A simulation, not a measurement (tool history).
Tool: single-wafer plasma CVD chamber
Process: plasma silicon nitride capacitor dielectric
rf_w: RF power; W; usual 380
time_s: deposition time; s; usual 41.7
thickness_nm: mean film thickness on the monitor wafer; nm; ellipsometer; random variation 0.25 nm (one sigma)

run	hour	rf_w	time_s	read-back reference wafer on the same gauge, thickness_nm	thickness_nm
1	0.0	380	41.7	47.898	55.510
2	51.6	380	41.7	47.909	55.539
3	117.6	380	41.7	47.850	56.038
4	374.5	380	41.7	47.885	56.394
5	463.5	355	41.7	47.879	55.285
6	569.6	380	41.7	47.926	55.675
7	632.7	380	41.7	47.914	56.331
8	673.8	325	35.5	47.908	46.435
9	735.0	380	41.7	47.902	56.262
10	783.1	380	41.7	47.948	56.254
11	868.9	380	41.7	47.921	55.736
12	929.0	380	41.7	47.866	55.834
13	997.1	340	36.0	47.909	46.917
14	1067.6	340	36.0	47.902	46.760
15	1154.0	340	36.0	47.944	47.437
16	1227.6	450	38.3	47.924	52.951
17	1294.8	380	41.7	47.902	55.829
18	1375.8	450	41.7	47.898	57.921
19	1558.5	345	46.4	47.920	60.516
20	1647.7	420	45.9	47.876	63.686
21	1728.3	355	41.7	47.950	54.574
22	1842.3	315	35.8	47.879	45.640
23	1942.6	440	46.9	47.902	65.157
24	2003.8	320	38.1	47.935	49.056
25	2110.8	380	49.5	47.868	66.652
26	2176.5	415	44.2	47.941	60.659
27	2244.8	380	41.7	47.917	56.150
28	2343.8	380	41.7	47.888	55.646
29	2382.0	380	41.7	47.874	56.286
30	2471.5	340	39.5	47.945	51.400
31	2527.7	445	38.7	47.876	53.636

Taken out of this log: 3 entries between the listed runs. Where each belongs, and how the hidden state differs across it:
Between runs 18 and 19: RF generator calibrated (hour 1452.8); showerhead replaced (hour 1497.2)
  no hidden state differs between the two runs
Between runs 20 and 21: gauge calibrated (hour 1694.4)
  no hidden state differs between the two runs

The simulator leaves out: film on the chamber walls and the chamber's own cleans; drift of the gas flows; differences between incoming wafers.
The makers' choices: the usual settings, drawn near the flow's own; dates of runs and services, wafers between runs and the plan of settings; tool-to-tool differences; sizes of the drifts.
